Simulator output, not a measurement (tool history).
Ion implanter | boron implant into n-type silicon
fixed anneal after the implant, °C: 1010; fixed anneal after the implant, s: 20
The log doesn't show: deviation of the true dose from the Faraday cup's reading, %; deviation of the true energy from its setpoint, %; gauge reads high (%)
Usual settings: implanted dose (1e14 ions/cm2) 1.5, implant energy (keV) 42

| run | hour | implanted dose (1e14 ions/cm2) | implant energy (keV) | wafers since the last listed run | hours since the last dose calibration | hours since the extraction supply was calibrated | hours since the gauge calibration | read-back reference wafer on the same gauge, sheet resistance | sheet resistance of the implanted and annealed layer (ohm/square) |
|---|---|---|---|---|---|---|---|---|---|
| 1 | 0 | 1.5 | 42 | 0 | 54.1 | 2703.4 | 371.8 | 521.92 | 529.65 |
| 2 | 26.3 | 1.5 | 42 | 452 | 80.4 | 2729.7 | 398.1 | 521.6 | 524.5 |
| 3 | 55.8 | 1.5 | 42 | 507 | 109.9 | 2759.2 | 427.6 | 522 | 527.19 |
| 4 | 82.4 | 1.5 | 42 | 457 | 136.5 | 2785.8 | 454.2 | 521.46 | 526.01 |
| 5 | 107.5 | 1.5 | 42 | 431 | 161.6 | 2810.9 | 479.3 | 522.35 | 522.65 |
| 6 | 138.1 | 1.5 | 37.5 | 526 | 192.2 | 2841.5 | 509.9 | 521.84 | 531.32 |
| 7 | 156.1 | 1.5 | 37.5 | 309 | 210.2 | 2859.5 | 527.9 | 521.56 | 533.86 |
| 8 | 190.6 | 1.5 | 37.5 | 593 | 244.7 | 2894 | 562.4 | 522.03 | 534.05 |
|  | 203 | extraction supply calibrated |
| 9 | 225.3 | 1.5 | 42 | 459 | 279.4 | 22.3 | 597.1 | 521.64 | 518.45 |
| 10 | 248.5 | 1.5 | 32.5 | 399 | 302.6 | 45.5 | 620.3 | 522.34 | 541.61 |
| 11 | 265.8 | 1.5 | 42 | 297 | 319.9 | 62.8 | 637.6 | 521.52 | 518.97 |
| 12 | 284.6 | 1.5 | 42 | 323 | 338.7 | 81.6 | 656.4 | 522.73 | 520.37 |
| 13 | 322.9 | 1.4 | 46.5 | 658 | 377 | 119.9 | 694.7 | 521.94 | 535.36 |
| 14 | 347 | 1.4 | 46.5 | 414 | 401.1 | 144 | 718.8 | 521.93 | 535.91 |
| 15 | 368 | 1.06 | 55.5 | 361 | 422.1 | 165 | 739.8 | 522.32 | 632.1 |
| 16 | 397 | 1.5 | 42 | 498 | 451.1 | 194 | 768.8 | 521.63 | 517.72 |
|  | 403.5 | gauge calibrated |
| 17 | 430 | 1.5 | 42 | 567 | 484.1 | 227 | 26.5 | 521.63 | 518.41 |
| 18 | 456.9 | 1.93 | 52 | 462 | 511 | 253.9 | 53.4 | 521.57 | 417.03 |
| 19 | 470.9 | 1.5 | 42 | 240 | 525 | 267.9 | 67.4 | 521.55 | 520.83 |
| 20 | 492.3 | 1.38 | 42 | 368 | 546.4 | 289.3 | 88.8 | 521.88 | 549.43 |
| 21 | 515.4 | 1.5 | 37.5 | 397 | 569.5 | 312.4 | 111.9 | 522.31 | 524.12 |
| 22 | 528.8 | 1.5 | 42 | 230 | 582.9 | 325.8 | 125.3 | 521.9 | 518.51 |
| 23 | 549.9 | 1.5 | 56.5 | 363 | 604 | 346.9 | 146.4 | 521.68 | 493.75 |
| 24 | 572.1 | 1.11 | 56 | 381 | 626.2 | 369.1 | 168.6 | 521.63 | 607.9 |
| 25 | 590.2 | 1.5 | 42 | 311 | 644.3 | 387.2 | 186.7 | 521.83 | 517 |
| 26 | 619 | 1.18 | 49 | 495 | 673.1 | 416 | 215.5 | 521.77 | 597.47 |
|  | 635 | Faraday cup replaced and dose calibrated |
| 27 | 650.9 | 1.71 | 52.5 | 411 | 15.9 | 447.9 | 247.4 | 521.76 | 470.06 |
| 28 | 717 | 1.76 | 42 | 1137 | 82 | 514 | 313.5 | 521.46 | 473.6 |
| 29 | 747.6 | 1.5 | 42 | 526 | 112.6 | 544.6 | 344.1 | 521.65 | 527.94 |
| 30 | 779.3 | 1.64 | 52.5 | 545 | 144.3 | 576.3 | 375.8 | 522.13 | 477.78 |
| 31 | 796.1 | 1.3 | 48 | 289 | 161.1 | 593.1 | 392.6 | 521.95 | 571.76 |
| 32 | 813.3 | 1.92 | 50 | 295 | 178.3 | 610.3 | 409.8 | 521.98 | 430.78 |

Run 33 comes next. What will it give?
| 33 | 836 | 1.23 | 46 | 390 | 201 | 633 | 432.5 | ? | ? |

read-back reference wafer on the same gauge, sheet resistance: 521.79
sheet resistance of the implanted and annealed layer (ohm/square): 597.2
Without the tool's hidden state the same run would have given sheet resistance of the implanted and annealed layer (ohm/square) 606.64.
